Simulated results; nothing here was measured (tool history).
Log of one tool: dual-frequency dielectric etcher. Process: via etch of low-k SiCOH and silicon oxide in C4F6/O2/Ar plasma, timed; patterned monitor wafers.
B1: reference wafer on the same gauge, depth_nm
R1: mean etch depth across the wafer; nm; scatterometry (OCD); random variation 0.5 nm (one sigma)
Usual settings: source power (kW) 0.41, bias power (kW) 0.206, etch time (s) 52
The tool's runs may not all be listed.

Run 1, hour 0: usual settings; B1 162.8. Result: R1 160.5 nm.
Run 2, hour 29.7: usual settings; B1 163. Result: R1 160.1 nm.
Run 3, hour 95.6: usual settings but bias power (kW) 0.192; B1 163. Result: R1 157 nm.
Run 4, hour 140.5: usual settings; B1 162.8. Result: R1 159.3 nm.
Run 5, hour 177: usual settings but etch time (s) 59; B1 163. Result: R1 181.6 nm.
Run 6, hour 221.2: usual settings but source power (kW) 0.36, bias power (kW) 0.169; B1 162.9. Result: R1 143.7 nm.
At hour 250.4: source power generator calibrated.
Run 7, hour 269.1: usual settings but bias power (kW) 0.23; B1 162.9. Result: R1 165 nm.
At hour 328.8: wet clean of the chamber.
Run 8, hour 329.3: usual settings but bias power (kW) 0.23; B1 163. Result: R1 163.8 nm.
Run 9, hour 363: usual settings but source power (kW) 0.48, bias power (kW) 0.223; B1 163.1. Result: R1 175.2 nm.
Run 10, hour 494.8: usual settings but etch time (s) 46; B1 163.1. Result: R1 141.5 nm.
Run 11, hour 527.4: usual settings; B1 163. Result: R1 160.6 nm.
At hour 577.8: bias power generator calibrated.
Run 12, hour 579.7: usual settings; B1 163.3. Result: R1 160.2 nm.
At hour 615.2: gauge calibrated.
Run 13, hour 640.2: usual settings but source power (kW) 0.48, bias power (kW) 0.223; B1 160.6. Result: R1 172.6 nm.
Run 14, hour 761.5: usual settings but source power (kW) 0.36, bias power (kW) 0.167, etch time (s) 47.5; B1 161. Result: R1 129.2 nm.
At hour 845.3: wet clean of the chamber.
Run 15, hour 845.8: usual settings; B1 161.2. Result: R1 158.5 nm.
Run 16, hour 888.3: usual settings but source power (kW) 0.38; B1 161.4. Result: R1 153.1 nm.
Run 17, hour 1098.6: usual settings; B1 162. Result: R1 158.1 nm.
Run 18, hour 1151.4: usual settings but source power (kW) 0.46, bias power (kW) 0.18; B1 162.1. Result: R1 162.1 nm.
Run 19, hour 1208.8: usual settings but bias power (kW) 0.252; B1 162.3. Result: R1 168.4 nm.
At hour 1280.8: wet clean of the chamber.
Run 20, hour 1281.3: usual settings but bias power (kW) 0.236, etch time (s) 47; B1 162.3. Result: R1 149.1 nm.
Run 21, hour 1307.5: usual settings but source power (kW) 0.35, etch time (s) 42.5; B1 162.4. Result: R1 121.1 nm.
Run 22, hour 1357.9: usual settings but bias power (kW) 0.256, etch time (s) 61; B1 162.7. Result: R1 197.6 nm.
At hour 1397: upper electrode replaced.
Run 23, hour 1426.1: usual settings; B1 162.5. Result: R1 159.4 nm.
Run 24, hour 1496.8: usual settings but source power (kW) 0.46, bias power (kW) 0.18, etch time (s) 60.5; B1 162.8. Result: R1 189.1 nm.
Run 25, hour 1558.4: usual settings but source power (kW) 0.37, bias power (kW) 0.242, etch time (s) 46; B1 162.8. Result: R1 140.7 nm.
Run 26, hour 1589.2: usual settings but source power (kW) 0.37, bias power (kW) 0.157, etch time (s) 43; B1 162.7. Result: R1 119 nm.
Run 27, hour 1657.4: usual settings but source power (kW) 0.46; B1 162.9. Result: R1 168 nm.
Run 28, hour 1693.1: usual settings but source power (kW) 0.32, bias power (kW) 0.221, etch time (s) 63; B1 163. Result: R1 176.4 nm.
At hour 1724: wet clean of the chamber.
Run 29, hour 1835.7: usual settings but source power (kW) 0.44, bias power (kW) 0.161; B1 163. Result: R1 156.4 nm.
Run 30, hour 1900.2: usual settings; B1 163. Result: R1 159.9 nm.

Hidden state or all else? Some run-to-run changes of R1, split into what the settings, what came in and random variation would give without the hidden state, and what is left for the hidden state (with any gauge scatter that isn't in both results):
The hidden state here: etch rate over this chamber's usual, %; source power that arrives over what is set, %; bias power that arrives over what is set, %; gauge reads high (%).
Run 12 -> 13: source power (kW) 0.41 -> 0.48, bias power (kW) 0.206 -> 0.223, gauge calibrated. R1 +12.4 nm: hidden state -2.3, all else +14.7.
Run 21 -> 22: source power (kW) 0.35 -> 0.41, bias power (kW) 0.206 -> 0.256, etch time (s) 42.5 -> 61. R1 +76.5 nm: hidden state +1.3, all else +75.2.
Run 24 -> 25: source power (kW) 0.46 -> 0.37, bias power (kW) 0.18 -> 0.242, etch time (s) 60.5 -> 46. R1 -48.4 nm: hidden state -0.7, all else -47.7.
Run 26 -> 27: source power (kW) 0.37 -> 0.46, bias power (kW) 0.157 -> 0.206, etch time (s) 43 -> 52. R1 +49 nm: hidden state +1, all else +48.
